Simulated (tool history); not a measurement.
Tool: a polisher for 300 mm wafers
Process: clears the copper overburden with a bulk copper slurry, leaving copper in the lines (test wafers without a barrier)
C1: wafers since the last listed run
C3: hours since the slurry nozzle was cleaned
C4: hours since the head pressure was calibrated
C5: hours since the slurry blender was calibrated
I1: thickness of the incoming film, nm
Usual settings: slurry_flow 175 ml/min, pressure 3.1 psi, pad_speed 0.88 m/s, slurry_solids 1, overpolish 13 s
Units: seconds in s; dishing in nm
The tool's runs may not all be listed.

run 1 day=0 | slurry_flow=175 pressure=3.1 pad_speed=0.88 slurry_solids=0.95 overpolish=13 | C1=0 wafers_polished_on_this_pad=164 C3=230.1 C4=957.6 C5=355.9 | I1=941.9 | seconds=142.8 dishing=62.5
run 2 day=0.379 | slurry_flow=175 pressure=3.1 pad_speed=0.88 slurry_solids=0.95 overpolish=13 | C1=71 wafers_polished_on_this_pad=235 C3=239.2 C4=966.7 C5=365 | I1=956 | seconds=147.4 dishing=62.5
run 3 day=1.117 | slurry_flow=175 pressure=3.1 pad_speed=0.88 slurry_solids=1 overpolish=13 | C1=138 wafers_polished_on_this_pad=374 C3=256.9 C4=984.4 C5=382.7 | I1=944.5 | seconds=138.8 dishing=63.2
-- day=1.275 slurry nozzle cleaned
run 4 day=1.433 | slurry_flow=175 pressure=3.1 pad_speed=0.88 slurry_solids=1 overpolish=13 | C1=51 wafers_polished_on_this_pad=425 C3=3.8 C4=992 C5=390.3 | I1=953.9 | seconds=131.3 dishing=68.9
run 5 day=1.692 | slurry_flow=175 pressure=3.1 pad_speed=0.88 slurry_solids=1 overpolish=13 | C1=48 wafers_polished_on_this_pad=474 C3=10 C4=998.2 C5=396.5 | I1=948.9 | seconds=130.3 dishing=63.9
run 6 day=2.225 | slurry_flow=175 pressure=3.1 pad_speed=0.7 slurry_solids=1 overpolish=13 | C1=100 wafers_polished_on_this_pad=574 C3=22.8 C4=1011 C5=409.3 | I1=944.3 | seconds=145.7 dishing=59.1
-- day=3.312 head pressure recalibrated
run 7 day=3.471 | slurry_flow=175 pressure=3.1 pad_speed=0.7 slurry_solids=1 overpolish=13 | C1=218 wafers_polished_on_this_pad=792 C3=52.7 C4=3.8 C5=439.2 | I1=953.8 | seconds=156.8 dishing=58.9
run 8 day=4.183 | slurry_flow=175 pressure=2.3 pad_speed=0.78 slurry_solids=1.2 overpolish=13 | C1=133 wafers_polished_on_this_pad=926 C3=69.8 C4=20.9 C5=456.3 | I1=960.8 | seconds=193.7 dishing=50.7
run 9 day=4.833 | slurry_flow=175 pressure=3.1 pad_speed=0.88 slurry_solids=1 overpolish=13 | C1=122 wafers_polished_on_this_pad=1048 C3=85.4 C4=36.5 C5=471.9 | I1=944 | seconds=138 dishing=62.8
run 10 day=5.392 | slurry_flow=130 pressure=3.1 pad_speed=0.6 slurry_solids=0.9 overpolish=13 | C1=104 wafers_polished_on_this_pad=1153 C3=98.8 C4=49.9 C5=485.3 | I1=961 | seconds=189.4 dishing=52.2
run 11 day=5.733 | slurry_flow=175 pressure=3.1 pad_speed=0.88 slurry_solids=1 overpolish=13 | C1=64 wafers_polished_on_this_pad=1217 C3=107 C4=58.1 C5=493.5 | I1=928.1 | seconds=134.2 dishing=64.8
-- day=6.338 worn pad replaced by a new one
run 12 day=6.358 | slurry_flow=135 pressure=4.1 pad_speed=1.16 slurry_solids=1 overpolish=17 | C1=86 wafers_polished_on_this_pad=3 C3=122 C4=73.1 C5=508.5 | I1=947.1 | seconds=92.7 dishing=98.7
run 13 day=6.871 | slurry_flow=175 pressure=3.1 pad_speed=0.88 slurry_solids=1 overpolish=13 | C1=96 wafers_polished_on_this_pad=100 C3=134.3 C4=85.4 C5=520.8 | I1=932.5 | seconds=136.1 dishing=62.8
-- day=6.992 slurry blender recalibrated
run 14 day=7.162 | slurry_flow=145 pressure=3.7 pad_speed=0.88 slurry_solids=0.75 overpolish=17 | C1=39 wafers_polished_on_this_pad=139 C3=141.3 C4=92.4 C5=4.1 | I1=958.9 | seconds=131.9 dishing=82.5
run 15 day=7.671 | slurry_flow=175 pressure=3.1 pad_speed=0.88 slurry_solids=0.85 overpolish=13 | C1=95 wafers_polished_on_this_pad=234 C3=153.5 C4=104.6 C5=16.3 | I1=939 | seconds=143.8 dishing=63.6
run 16 day=8.212 | slurry_flow=130 pressure=3.1 pad_speed=0.88 slurry_solids=1 overpolish=13 | C1=101 wafers_polished_on_this_pad=336 C3=166.5 C4=117.6 C5=29.3 | I1=943.2 | seconds=152.2 dishing=61.6
run 17 day=8.646 | slurry_flow=120 pressure=3.1 pad_speed=0.98 slurry_solids=1.15 overpolish=13 | C1=81 wafers_polished_on_this_pad=417 C3=176.9 C4=128 C5=39.7 | I1=967.7 | seconds=142.8 dishing=63.1
run 18 day=9.346 | slurry_flow=145 pressure=3.1 pad_speed=0.88 slurry_solids=1 overpolish=13 | C1=131 wafers_polished_on_this_pad=549 C3=193.7 C4=144.8 C5=56.5 | I1=962.2 | seconds=151.9 dishing=63
run 19 day=9.625 | slurry_flow=175 pressure=3.1 pad_speed=1.16 slurry_solids=1 overpolish=13 | C1=52 wafers_polished_on_this_pad=601 C3=200.4 C4=151.5 C5=63.2 | I1=944.1 | seconds=116.9 dishing=71.2
run 20 day=10.133 | slurry_flow=135 pressure=3.1 pad_speed=0.88 slurry_solids=1 overpolish=7 | C1=95 wafers_polished_on_this_pad=696 C3=212.6 C4=163.7 C5=75.4 | I1=945.9 | seconds=150.7 dishing=36.4
-- day=10.571 slurry nozzle cleaned
run 21 day=10.862 | slurry_flow=225 pressure=3.1 pad_speed=0.88 slurry_solids=1.3 overpolish=13 | C1=129 wafers_polished_on_this_pad=825 C3=7 C4=181.2 C5=92.9 | I1=953.4 | seconds=119.8 dishing=73.2
run 22 day=11.162 | slurry_flow=175 pressure=3.1 pad_speed=0.88 slurry_solids=1.15 overpolish=13 | C1=56 wafers_polished_on_this_pad=882 C3=14.2 C4=188.4 C5=100.1 | I1=941.3 | seconds=126.3 dishing=68.3
run 23 day=11.871 | slurry_flow=175 pressure=3.1 pad_speed=0.76 slurry_solids=0.85 overpolish=13 | C1=132 wafers_polished_on_this_pad=1015 C3=31.2 C4=205.4 C5=117.1 | I1=949 | seconds=153.3 dishing=59.9
-- day=12.471 worn pad replaced by a new one
run 24 day=12.492 | slurry_flow=175 pressure=2.1 pad_speed=0.88 slurry_solids=1 overpolish=13 | C1=85 wafers_polished_on_this_pad=3 C3=46.1 C4=220.3 C5=132 | I1=953 | seconds=198.7 dishing=46.9
run 25 day=12.754 | slurry_flow=140 pressure=3.1 pad_speed=0.88 slurry_solids=0.85 overpolish=13 | C1=49 wafers_polished_on_this_pad=52 C3=52.4 C4=226.6 C5=138.3 | I1=966.3 | seconds=151.3 dishing=58.4
run 26 day=13.412 | slurry_flow=175 pressure=3.1 pad_speed=0.88 slurry_solids=1 overpolish=13 | C1=123 wafers_polished_on_this_pad=176 C3=68.2 C4=242.4 C5=154.1 | I1=945.8 | seconds=137.3 dishing=62
run 27 day=13.675 | slurry_flow=205 pressure=3.6 pad_speed=0.88 slurry_solids=0.8 overpolish=9 | C1=49 wafers_polished_on_this_pad=225 C3=74.5 C4=248.7 C5=160.4 | I1=945.4 | seconds=121.4 dishing=54.1
run 28 day=14.258 | slurry_flow=175 pressure=3.7 pad_speed=0.88 slurry_solids=0.75 overpolish=13 | C1=109 wafers_polished_on_this_pad=335 C3=88.5 C4=262.7 C5=174.4 | I1=947.8 | seconds=122.3 dishing=70.9

Forecast each of these 4 alternatives for the next run:
run A day=14.279 | slurry_flow=175 pressure=3.4 pad_speed=0.88 slurry_solids=1 overpolish=13 | C1=3 wafers_polished_on_this_pad=339 C3=89 C4=263.2 C5=174.9 | I1=938.3 | seconds=? dishing=?
run B day=14.279 | slurry_flow=205 pressure=3.1 pad_speed=0.88 slurry_solids=1.2 overpolish=13 | C1=3 wafers_polished_on_this_pad=339 C3=89 C4=263.2 C5=174.9 | I1=938.3 | seconds=? dishing=?
run C day=14.279 | slurry_flow=140 pressure=3.1 pad_speed=0.64 slurry_solids=1.1 overpolish=13 | C1=3 wafers_polished_on_this_pad=339 C3=89 C4=263.2 C5=174.9 | I1=938.3 | seconds=? dishing=?
run D day=14.279 | slurry_flow=205 pressure=2.6 pad_speed=1.14 slurry_solids=1 overpolish=15 | C1=3 wafers_polished_on_this_pad=339 C3=89 C4=263.2 C5=174.9 | I1=938.3 | seconds=? dishing=?

run=A seconds=124.2 dishing=69.2
run=B seconds=127 dishing=67.3
run=C seconds=167.8 dishing=55.1
run=D seconds=133.6 dishing=69.6
Without the tool's hidden state the same runs would have given:
run=A seconds=116.4 dishing=72.3
run=B seconds=120 dishing=69.9
run=C seconds=155.1 dishing=58.4
run=D seconds=126.2 dishing=72.1
